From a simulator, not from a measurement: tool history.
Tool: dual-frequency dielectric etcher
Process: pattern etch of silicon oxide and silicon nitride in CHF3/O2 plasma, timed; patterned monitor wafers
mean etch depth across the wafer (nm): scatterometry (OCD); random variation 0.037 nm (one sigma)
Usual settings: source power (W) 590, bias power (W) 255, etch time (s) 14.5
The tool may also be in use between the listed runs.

run,hour,source power (W),bias power (W),etch time (s),wafers since the last listed run,hours since the last wet clean,hours since the last source power generator calibration,hours since the last bias power generator calibration,hours since the last upper electrode change,hours since the gauge calibration,"read-back reference wafer on the same gauge, depth_nm",mean etch depth across the wafer (nm)
1,0,590,226,14.5,0,174.5,3514.5,1579.9,3988.3,1065.8,22.88,22.54
2,27.2,590,226,14.5,595,201.7,3541.7,1607.1,4015.5,1093,22.89,22.58
3,62.8,480,236,14.5,778,237.3,3577.3,1642.7,4051.1,1128.6,22.92,20.1
4,95.6,480,236,14.5,717,270.1,3610.1,1675.5,4083.9,1161.4,22.91,20.12
# hour 114.5: gauge calibrated
5,127.1,480,236,14.5,689,301.6,3641.6,1707,4115.4,12.6,22.9,20.15
# hour 206.7: wet clean of the chamber
# hour 209.6: bias power generator calibrated
# hour 213.3: upper electrode replaced
6,213.8,590,255,14.5,1226,7.1,3728.3,4.2,0.5,99.3,22.9,23.63
7,214.1,590,255,14.5,6,7.4,3728.6,4.5,0.8,99.6,22.9,23.57
8,225.2,590,255,14.5,242,18.5,3739.7,15.6,11.9,110.7,22.89,23.57
9,250.1,590,255,14.5,544,43.4,3764.6,40.5,36.8,135.6,22.9,23.58
10,269.2,590,255,14.5,417,62.5,3783.7,59.6,55.9,154.7,22.91,23.64
11,289.9,530,309,11.5,452,83.2,3804.4,80.3,76.6,175.4,22.91,18.59
12,307.8,590,255,16.5,391,101.1,3822.3,98.2,94.5,193.3,22.9,26.91
13,330.2,460,255,18,490,123.5,3844.7,120.6,116.9,215.7,22.9,25.15
14,350.7,590,255,14.5,448,144,3865.2,141.1,137.4,236.2,22.92,23.67
15,363.2,590,255,14.5,273,156.5,3877.7,153.6,149.9,248.7,22.91,23.61
16,375.5,460,291,19,269,168.8,3890,165.9,162.2,261,22.9,27.57
17,402.3,440,255,18,586,195.6,3916.8,192.7,189,287.8,22.9,24.4
18,436.2,720,255,14.5,741,229.5,3950.7,226.6,222.9,321.7,22.9,26.39
19,469.9,590,255,14.5,737,263.2,3984.4,260.3,256.6,355.4,22.92,23.66

Run 20 comes next. What will it give?
20,496.8,650,198,17.5,588,290.1,4011.3,287.2,283.5,382.3,?,?

Run 20 gave read-back reference wafer on the same gauge, depth_nm 22.9, mean etch depth across the wafer (nm) 28.3.
Without the tool's hidden state the same run would have given mean etch depth across the wafer (nm) 27.46.

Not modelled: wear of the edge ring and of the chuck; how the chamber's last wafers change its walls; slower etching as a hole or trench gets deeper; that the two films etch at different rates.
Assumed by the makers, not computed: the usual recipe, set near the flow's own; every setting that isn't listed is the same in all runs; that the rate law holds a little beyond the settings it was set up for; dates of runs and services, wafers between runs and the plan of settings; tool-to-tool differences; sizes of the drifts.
